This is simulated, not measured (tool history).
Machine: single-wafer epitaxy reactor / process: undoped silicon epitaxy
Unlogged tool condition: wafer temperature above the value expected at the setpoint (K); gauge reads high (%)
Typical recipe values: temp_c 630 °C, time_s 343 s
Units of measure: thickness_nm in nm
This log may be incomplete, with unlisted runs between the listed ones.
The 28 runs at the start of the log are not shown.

run,hour,temp_c,time_s,wafers since the last listed run,hours since the last pyrometer calibration,hours since the gauge calibration,"read-back reference wafer on the same gauge, thickness_nm",thickness_nm
29,313.4,626,367,59,92.1,109.3,47.385,46.991
30,325.5,642,276,75,104.2,121.4,47.427,48.527
31,340.2,630,322,91,118.9,136.1,47.384,44.447
32,352.8,630,343,78,131.5,148.7,47.394,47.809
# hour 363.6: pyrometer calibrated, repeated, since the last time left the tool worse
33,370.2,625,308,58,6.6,166.1,47.384,33.187
34,379.6,623,343,58,16,175.5,47.398,35.399
35,392.1,630,343,78,28.5,188,47.408,40.781
36,403.7,617,343,72,40.1,199.6,47.38,31.115
37,428.6,620,324,155,65,224.5,47.439,31.521
38,443,616,343,89,79.4,238.9,47.369,30.66
39,449.6,617,390,41,86,245.5,47.405,35.579
40,461.9,639,324,76,98.3,257.8,47.39,46.341
41,477.7,630,305,98,114.1,273.6,47.428,36.351
42,494.8,630,307,106,131.2,290.7,47.403,36.402
43,501.6,630,288,42,138,297.5,47.402,34.397
44,535.4,617,314,211,171.8,331.3,47.41,28.635
45,543.8,622,343,52,180.2,339.7,47.414,34.695
46,578.3,637,343,215,214.7,374.2,47.39,47.134

What if the next run were any one of these 4? Each begins from the tool's condition after run 46:
A,578.8,630,402,3,215.2,374.7,?,?
B,578.8,622,386,3,215.2,374.7,?,?
C,578.8,619,285,3,215.2,374.7,?,?
D,578.8,626,299,3,215.2,374.7,?,?

run,"read-back reference wafer on the same gauge, thickness_nm",thickness_nm
A,47.372,48.05
B,47.372,39.136
C,47.372,27.148
D,47.372,32.926
Take away the tool's hidden state, keep each run's random variation, and the runs would have read:
run,thickness_nm
A,47.872
B,38.989
C,27.045
D,32.803

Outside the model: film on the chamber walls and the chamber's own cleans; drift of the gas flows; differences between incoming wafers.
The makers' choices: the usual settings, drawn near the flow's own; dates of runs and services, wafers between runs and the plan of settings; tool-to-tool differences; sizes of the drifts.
